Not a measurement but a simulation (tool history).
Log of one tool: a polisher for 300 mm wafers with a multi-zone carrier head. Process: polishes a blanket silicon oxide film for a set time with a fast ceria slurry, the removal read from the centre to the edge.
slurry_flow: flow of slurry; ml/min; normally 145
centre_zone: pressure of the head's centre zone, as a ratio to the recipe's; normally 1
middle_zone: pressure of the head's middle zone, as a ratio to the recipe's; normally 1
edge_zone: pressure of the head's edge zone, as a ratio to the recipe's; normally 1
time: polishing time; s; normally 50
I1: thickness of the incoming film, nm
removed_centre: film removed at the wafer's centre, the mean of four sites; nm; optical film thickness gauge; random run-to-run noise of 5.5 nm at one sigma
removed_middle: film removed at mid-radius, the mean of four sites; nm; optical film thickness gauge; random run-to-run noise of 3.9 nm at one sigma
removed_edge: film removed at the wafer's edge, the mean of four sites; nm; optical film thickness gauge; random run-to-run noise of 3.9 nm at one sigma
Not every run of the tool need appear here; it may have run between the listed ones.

run 1 hour=0 | slurry_flow=145 centre_zone=1 middle_zone=1 edge_zone=1 time=50 | I1=3164.4 | removed_centre=410.3 removed_middle=409.4 removed_edge=416.6
run 2 hour=9.6 | slurry_flow=145 centre_zone=1 middle_zone=1 edge_zone=1 time=50 | I1=3178.4 | removed_centre=410.2 removed_middle=409.8 removed_edge=408.3
run 3 hour=26.1 | slurry_flow=145 centre_zone=1 middle_zone=1 edge_zone=1 time=50 | I1=3154.6 | removed_centre=408.5 removed_middle=403.6 removed_edge=407.6
run 4 hour=33.1 | slurry_flow=145 centre_zone=1 middle_zone=1 edge_zone=1 time=50 | I1=3119.6 | removed_centre=408.5 removed_middle=401.1 removed_edge=417.2
-- hour=35.3 centre zone pressure recalibrated
-- hour=44 carrier head's membrane replaced by a new one
run 5 hour=48.5 | slurry_flow=145 centre_zone=1.06 middle_zone=1.08 edge_zone=0.95 time=50 | I1=3193.7 | removed_centre=428.9 removed_middle=434.2 removed_edge=402
run 6 hour=55.7 | slurry_flow=115 centre_zone=1 middle_zone=1 edge_zone=1 time=45 | I1=3175.5 | removed_centre=349.4 removed_middle=349 removed_edge=365.7
run 7 hour=67.7 | slurry_flow=145 centre_zone=0.89 middle_zone=1 edge_zone=0.9 time=50 | I1=3174.2 | removed_centre=381.7 removed_middle=408.3 removed_edge=397.6
-- hour=72.3 slurry nozzle cleaned
-- hour=81.7 edge zone pressure recalibrated
run 8 hour=105.8 | slurry_flow=170 centre_zone=1 middle_zone=1.06 edge_zone=1 time=58 | I1=3173.9 | removed_centre=530.7 removed_middle=538.1 removed_edge=519.3
-- hour=118.6 worn pad replaced by a new one
run 9 hour=122.4 | slurry_flow=125 centre_zone=1 middle_zone=1 edge_zone=1 time=50 | I1=3196.4 | removed_centre=429.7 removed_middle=418.8 removed_edge=421
run 10 hour=138.5 | slurry_flow=130 centre_zone=1 middle_zone=1 edge_zone=1.11 time=50 | I1=3154.7 | removed_centre=434.6 removed_middle=420.7 removed_edge=444.1
run 11 hour=144.6 | slurry_flow=145 centre_zone=1 middle_zone=1 edge_zone=1.04 time=50 | I1=3156.8 | removed_centre=432.6 removed_middle=427 removed_edge=432.7

Estimate the outcome of run 12 from the log above:
run 12 hour=152.4 | slurry_flow=145 centre_zone=1 middle_zone=1 edge_zone=1 time=50 | I1=3128.5 | removed_centre=? removed_middle=? removed_edge=?

{"run 12": {"removed_centre": 434.7, "removed_middle": 432, "removed_edge": 430.5}}
Take away the tool's hidden state, keep the run-to-run variation as it was, and the same run would have given removed_centre 444.8 nm, removed_middle 440.8 nm, removed_edge 436.7 nm.

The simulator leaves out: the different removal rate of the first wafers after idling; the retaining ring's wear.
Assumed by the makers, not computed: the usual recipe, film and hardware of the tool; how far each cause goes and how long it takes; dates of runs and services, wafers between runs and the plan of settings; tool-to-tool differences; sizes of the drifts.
